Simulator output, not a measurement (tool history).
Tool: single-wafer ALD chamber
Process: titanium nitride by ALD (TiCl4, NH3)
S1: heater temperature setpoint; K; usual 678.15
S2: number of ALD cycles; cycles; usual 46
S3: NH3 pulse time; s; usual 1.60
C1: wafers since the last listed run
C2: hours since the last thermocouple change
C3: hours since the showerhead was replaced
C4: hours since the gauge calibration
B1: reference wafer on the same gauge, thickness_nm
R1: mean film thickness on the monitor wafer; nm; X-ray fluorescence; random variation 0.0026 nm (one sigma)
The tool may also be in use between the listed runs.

run     day      S1  S2    S3   C1      C2      C3     C4     B1     R1
  1   0.000  678.15  46  1.60    0  2199.1  7487.5  376.8  0.908  1.043
  2   0.750  690.15  46  1.60  126  2217.1  7505.5  394.8  0.908  1.053
  3   3.071  690.15  46  1.60  390  2272.8  7561.2  450.5  0.909  1.050
  4   3.817  690.15  46  1.60  125  2290.7  7579.1  468.4  0.911  1.050
  5   5.225  678.15  46  1.60  236  2324.5  7612.9  502.2  0.911  1.049
  6   6.000  678.15  46  1.60  130  2343.1  7631.5  520.8  0.911  1.044
  7   7.096  678.15  46  1.60  184  2369.4  7657.8  547.1  0.910  1.040
  8   7.988  681.15  53  1.60  149  2390.8  7679.2  568.5  0.912  1.207
  9   8.650  678.15  46  1.60  111  2406.7  7695.1  584.4  0.912  1.041
 10   9.779  678.15  46  1.60  189  2433.8  7722.2  611.5  0.912  1.050
 11  10.496  678.15  53  1.60  120  2451.0  7739.4  628.7  0.913  1.205
 12  11.875  678.15  53  1.60  231  2484.1  7772.5  661.8  0.912  1.205
 13  12.729  678.15  53  1.60  143  2504.6  7793.0  682.3  0.913  1.206
 14  13.838  678.15  42  2.07  186  2531.2  7819.6  708.9  0.912  0.968
     14.379  -- gauge calibrated
 15  14.529  678.15  46  1.60  116  2547.8  7836.2    3.6  0.891  1.017
     15.067  -- thermocouple changed; heater temperature recalibrated
 16  15.858  678.15  46  1.60  167    19.0  7868.1   35.5  0.895  1.022
 17  16.429  678.15  46  1.60   95    32.7  7881.8   49.2  0.895  1.024
 18  17.867  678.15  46  1.60  241    67.2  7916.3   83.7  0.898  1.028
 19  19.321  678.15  46  1.14  244   102.1  7951.2  118.6  0.900  1.008
 20  20.275  666.15  50  1.60  160   125.0  7974.1  141.5  0.900  1.110
 21  20.867  678.15  40  1.60   99   139.2  7988.3  155.7  0.902  0.898
 22  22.200  678.15  46  2.11  224   171.2  8020.3  187.7  0.904  1.050
 23  23.471  678.15  53  1.60  213   201.7  8050.8  218.2  0.904  1.199
 24  24.379  672.15  37  1.76  152   223.5  8072.6  240.0  0.906  0.838
 25  25.625  690.15  53  1.60  209   253.4  8102.5  269.9  0.907  1.206
 26  26.596  678.15  46  1.60  163   276.7  8125.8  293.2  0.908  1.043
     27.517  -- showerhead replaced
 27  28.079  671.15  40  1.60  193   312.3    13.5  328.8  0.910  0.902

Run 28 comes next. What will it give?
 28  28.733  678.15  46  1.22  109  328.0  29.2  344.5   ?   ?

{"run 28": {"B1": 0.91, "R1": 1.024}}
Without the tool's hidden state the same run would have given R1 1.002 nm.

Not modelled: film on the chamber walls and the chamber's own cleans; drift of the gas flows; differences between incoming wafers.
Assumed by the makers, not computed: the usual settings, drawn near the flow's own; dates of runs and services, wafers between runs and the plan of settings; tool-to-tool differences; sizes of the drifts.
